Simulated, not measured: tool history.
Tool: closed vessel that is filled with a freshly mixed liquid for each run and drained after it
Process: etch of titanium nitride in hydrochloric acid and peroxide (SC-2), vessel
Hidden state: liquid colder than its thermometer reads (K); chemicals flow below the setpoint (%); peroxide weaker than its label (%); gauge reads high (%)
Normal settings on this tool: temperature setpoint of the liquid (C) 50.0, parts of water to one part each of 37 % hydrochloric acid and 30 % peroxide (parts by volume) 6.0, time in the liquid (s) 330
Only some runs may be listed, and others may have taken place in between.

run	hour	temperature setpoint of the liquid (C)	parts of water to one part each of 37 % hydrochloric acid and 30 % peroxide (parts by volume)	time in the liquid (s)	wafers since the last listed run	hours since the thermometer was replaced	hours since the chemicals flow meter was replaced	hours since the drum of peroxide was connected	hours since the gauge calibration	read-back film thickness of the titanium nitride reference wafer, read on the same gauge (nm)	thickness taken off the titanium nitride on a monitor wafer (Å)
1	0.0	50.0	8.5	330	0	810.4	1772.4	750.8	404.4	139.96	48.9
2	8.7	50.0	8.5	330	462	819.1	1781.1	759.5	413.1	139.96	48.7
# hour 14.1: gauge calibrated
# hour 24.3: chemicals flow meter replaced
3	24.8	50.0	6.0	330	803	835.2	0.5	775.6	10.7	140.02	61.0
4	42.3	50.0	6.0	330	931	852.7	18.0	793.1	28.2	139.96	60.5
5	55.6	50.0	6.0	330	707	866.0	31.3	806.4	41.5	140.03	61.3
6	101.1	48.0	6.0	170	2421	911.5	76.8	851.9	87.0	139.98	26.9
7	109.6	54.0	8.5	330	452	920.0	85.3	860.4	95.5	140.00	58.5
# hour 114.8: chemicals flow meter replaced, repeated, since the last time left the tool worse
8	127.6	50.0	9.0	510	904	938.0	12.8	878.4	113.5	139.98	76.5
9	140.1	55.5	6.0	330	665	950.5	25.3	890.9	126.0	139.98	97.4
10	156.6	50.0	6.0	190	878	967.0	41.8	907.4	142.5	139.98	39.4
11	165.1	50.0	7.0	395	452	975.5	50.3	915.9	151.0	140.03	72.2
# hour 167.8: thermometer replaced
12	180.2	59.0	6.0	330	750	12.4	65.4	931.0	166.1	140.03	124.2
# hour 186.3: new drum of peroxide connected
13	197.8	53.0	8.0	515	883	30.0	83.0	11.5	183.7	140.02	103.2
14	211.0	50.0	6.0	405	702	43.2	96.2	24.7	196.9	139.98	83.1
15	224.5	50.0	8.5	185	718	56.7	109.7	38.2	210.4	139.98	29.0
16	235.9	50.0	5.0	165	606	68.1	121.1	49.6	221.8	140.00	39.1
17	245.9	42.5	6.0	395	532	78.1	131.1	59.6	231.8	139.99	49.0
18	253.9	50.0	6.0	330	425	86.1	139.1	67.6	239.8	139.98	66.8
19	267.5	50.0	6.0	330	723	99.7	152.7	81.2	253.4	140.00	68.0
20	276.4	50.0	6.0	330	473	108.6	161.6	90.1	262.3	140.00	68.4
21	282.6	45.0	8.0	480	329	114.8	167.8	96.3	268.5	140.05	56.3
22	296.9	57.0	8.5	515	761	129.1	182.1	110.6	282.8	140.01	129.4
23	304.7	50.0	4.0	330	415	136.9	189.9	118.4	290.6	139.99	91.3
24	313.0	42.5	6.0	195	441	145.2	198.2	126.7	298.9	139.99	24.4
25	322.9	50.0	6.0	330	526	155.1	208.1	136.6	308.8	140.02	66.9
26	331.2	44.0	8.0	170	441	163.4	216.4	144.9	317.1	139.96	18.6
27	347.7	50.0	6.0	330	878	179.9	232.9	161.4	333.6	140.02	67.7
28	362.0	41.0	7.0	430	761	194.2	247.2	175.7	347.9	139.99	42.5
29	379.2	50.0	6.0	430	915	211.4	264.4	192.9	365.1	139.97	87.1

Each row is a separate what-if for the run after 29, all from the same tool condition, not one after another. Results?
A	379.9	50.0	6.0	330	37	212.1	265.1	193.6	365.8	?	?
B	379.9	50.0	7.0	440	37	212.1	265.1	193.6	365.8	?	?
C	379.9	53.0	8.0	160	37	212.1	265.1	193.6	365.8	?	?
D	379.9	46.5	6.0	330	37	212.1	265.1	193.6	365.8	?	?

run	read-back film thickness of the titanium nitride reference wafer, read on the same gauge (nm)	thickness taken off the titanium nitride on a monitor wafer (Å)
A	139.96	68.1
B	139.96	80.7
C	139.96	32.2
D	139.96	53.8
Take away the tool's hidden state, keep each run's random variation, and the runs would have read:
run	thickness taken off the titanium nitride on a monitor wafer (Å)
A	69.2
B	82.0
C	32.7
D	54.7
